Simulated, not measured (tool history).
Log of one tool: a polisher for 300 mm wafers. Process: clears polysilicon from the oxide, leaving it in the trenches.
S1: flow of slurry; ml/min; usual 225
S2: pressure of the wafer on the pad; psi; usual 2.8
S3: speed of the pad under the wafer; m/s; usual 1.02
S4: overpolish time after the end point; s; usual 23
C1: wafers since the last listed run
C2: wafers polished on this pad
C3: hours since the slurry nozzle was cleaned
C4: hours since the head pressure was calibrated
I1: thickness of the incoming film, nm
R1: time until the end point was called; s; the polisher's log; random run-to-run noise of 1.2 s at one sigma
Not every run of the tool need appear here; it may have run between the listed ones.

run 1 hour=0 | S1=225 S2=2.8 S3=1.02 S4=23 | C1=0 C2=237 C3=84.3 C4=153.4 | I1=779.2 | R1=66.2
run 2 hour=100.3 | S1=225 S2=2.8 S3=1.02 S4=23 | C1=1036 C2=1274 C3=184.6 C4=253.7 | I1=790.8 | R1=66.6
run 3 hour=168.3 | S1=225 S2=2.8 S3=1.02 S4=23 | C1=702 C2=1976 C3=252.6 C4=321.7 | I1=774.8 | R1=66.7
run 4 hour=251 | S1=225 S2=2.8 S3=1.02 S4=23 | C1=854 C2=2831 C3=335.3 C4=404.4 | I1=791.4 | R1=72.3
run 5 hour=317.1 | S1=225 S2=2.8 S3=1.02 S4=23 | C1=683 C2=3514 C3=401.4 C4=470.5 | I1=796.4 | R1=73.6
-- hour=348.6 slurry nozzle cleaned
run 6 hour=363.1 | S1=225 S2=2.8 S3=1.02 S4=23 | C1=465 C2=3980 C3=14.5 C4=516.5 | I1=800.8 | R1=65.6
run 7 hour=425.4 | S1=225 S2=2.8 S3=1.02 S4=23 | C1=643 C2=4623 C3=76.8 C4=578.8 | I1=786.5 | R1=64.9
-- hour=489.8 worn pad replaced by a new one
run 8 hour=511.3 | S1=225 S2=2.8 S3=1.02 S4=23 | C1=846 C2=222 C3=162.7 C4=664.7 | I1=798 | R1=67.2
run 9 hour=564.9 | S1=225 S2=2.8 S3=1.02 S4=23 | C1=554 C2=776 C3=216.3 C4=718.3 | I1=784.1 | R1=67.4
run 10 hour=632.6 | S1=225 S2=2.8 S3=1.02 S4=23 | C1=699 C2=1476 C3=284 C4=786 | I1=791.3 | R1=66.5
run 11 hour=678.5 | S1=225 S2=2.8 S3=1.02 S4=23 | C1=474 C2=1950 C3=329.9 C4=831.9 | I1=788.9 | R1=68
run 12 hour=777.5 | S1=225 S2=2.8 S3=1.02 S4=23 | C1=1023 C2=2973 C3=428.9 C4=930.9 | I1=789.6 | R1=72.5
-- hour=827.3 slurry nozzle cleaned
run 13 hour=857 | S1=225 S2=2.8 S3=1.02 S4=23 | C1=811 C2=3785 C3=29.7 C4=1010.4 | I1=788.1 | R1=66.6
run 14 hour=937.4 | S1=225 S2=2.8 S3=1.02 S4=23 | C1=831 C2=4616 C3=110.1 C4=1090.8 | I1=781.3 | R1=65.4
-- hour=948.2 worn pad replaced by a new one
run 15 hour=985.4 | S1=225 S2=2.8 S3=1.02 S4=23 | C1=454 C2=384 C3=158.1 C4=1138.8 | I1=791.8 | R1=65.4
run 16 hour=1077.2 | S1=225 S2=2.8 S3=1.02 S4=23 | C1=948 C2=1333 C3=249.9 C4=1230.6 | I1=793.1 | R1=68.2
run 17 hour=1165 | S1=225 S2=2.8 S3=0.68 S4=23 | C1=907 C2=2240 C3=337.7 C4=1318.4 | I1=787.3 | R1=101
run 18 hour=1277.5 | S1=225 S2=2.3 S3=1.22 S4=23 | C1=1162 C2=3403 C3=450.2 C4=1430.9 | I1=784.2 | R1=65.1
-- hour=1301.3 slurry nozzle cleaned
run 19 hour=1343.7 | S1=225 S2=2.8 S3=1.02 S4=31 | C1=673 C2=4077 C3=42.4 C4=1497.1 | I1=777.2 | R1=65
-- hour=1376.7 worn pad replaced by a new one
run 20 hour=1380.6 | S1=225 S2=1.9 S3=1.38 S4=23 | C1=340 C2=40 C3=79.3 C4=1534 | I1=795.9 | R1=60.2
run 21 hour=1431 | S1=225 S2=3.6 S3=0.78 S4=15 | C1=520 C2=561 C3=129.7 C4=1584.4 | I1=786.6 | R1=74.8
-- hour=1500.8 head pressure recalibrated
run 22 hour=1525.6 | S1=225 S2=2.8 S3=1.02 S4=18 | C1=957 C2=1518 C3=224.3 C4=24.8 | I1=786.3 | R1=68.5
run 23 hour=1595.9 | S1=225 S2=2.8 S3=1.02 S4=23 | C1=726 C2=2244 C3=294.6 C4=95.1 | I1=790.6 | R1=70.9
run 24 hour=1698.1 | S1=225 S2=2.8 S3=1.02 S4=23 | C1=1056 C2=3301 C3=396.8 C4=197.3 | I1=786.5 | R1=71.8
-- hour=1733.6 slurry nozzle cleaned
run 25 hour=1766.6 | S1=150 S2=2.8 S3=0.72 S4=23 | C1=697 C2=3998 C3=33 C4=265.8 | I1=779.4 | R1=100.3
-- hour=1835.4 worn pad replaced by a new one
run 26 hour=1852.7 | S1=225 S2=2.5 S3=1.02 S4=23 | C1=848 C2=179 C3=119.1 C4=351.9 | I1=797.8 | R1=71.5
run 27 hour=1944.7 | S1=225 S2=2.8 S3=1.02 S4=23 | C1=950 C2=1129 C3=211.1 C4=443.9 | I1=791.3 | R1=66.4
run 28 hour=2003.3 | S1=225 S2=2.8 S3=1.02 S4=23 | C1=605 C2=1735 C3=269.7 C4=502.5 | I1=792 | R1=70.3
run 29 hour=2106.4 | S1=225 S2=3.3 S3=0.88 S4=23 | C1=1065 C2=2801 C3=372.8 C4=605.6 | I1=785.8 | R1=75.6
run 30 hour=2167.5 | S1=170 S2=2.5 S3=1.02 S4=23 | C1=631 C2=3432 C3=433.9 C4=666.7 | I1=786.2 | R1=84.2
-- hour=2177.2 slurry nozzle cleaned
run 31 hour=2210.2 | S1=225 S2=2.4 S3=1.02 S4=17 | C1=431 C2=3863 C3=33 C4=709.4 | I1=794.7 | R1=71.7
-- hour=2267.9 worn pad replaced by a new one
run 32 hour=2313.8 | S1=225 S2=2.2 S3=1.02 S4=23 | C1=1029 C2=474 C3=136.6 C4=813 | I1=788.1 | R1=76.5

Measured less the same run without the tool's hidden state. The same run-to-run variation is in both; the gauge's scatter may not be:
Hidden conditions of the tool in this case: removal rate lost through wear of the pad, %; slurry flow missing at the pad, %; deviation of the head's pressure from its setpoint, %.
run=1 R1=+0.9
run=2 R1=+2
run=3 R1=+2.8
run=4 R1=+4.4
run=5 R1=+5.7
run=6 R1=+0.2
run=7 R1=+0.7
run=8 R1=+1.5
run=9 R1=+2.1
run=10 R1=+3
run=11 R1=+3.7
run=12 R1=+5.7
run=13 R1=+0.5
run=14 R1=+1.2
run=15 R1=+1.7
run=16 R1=+2.9
run=17 R1=+6.2
run=18 R1=+6.1
run=19 R1=+1
run=20 R1=+1.2
run=21 R1=+2.2
run=22 R1=+3.2
run=23 R1=+4.4
run=24 R1=+6.6
run=25 R1=+1.8
run=26 R1=+1.7
run=27 R1=+2.7
run=28 R1=+3.7
run=29 R1=+5.9
run=30 R1=+10.9
run=31 R1=+0.7
run=32 R1=+1.8

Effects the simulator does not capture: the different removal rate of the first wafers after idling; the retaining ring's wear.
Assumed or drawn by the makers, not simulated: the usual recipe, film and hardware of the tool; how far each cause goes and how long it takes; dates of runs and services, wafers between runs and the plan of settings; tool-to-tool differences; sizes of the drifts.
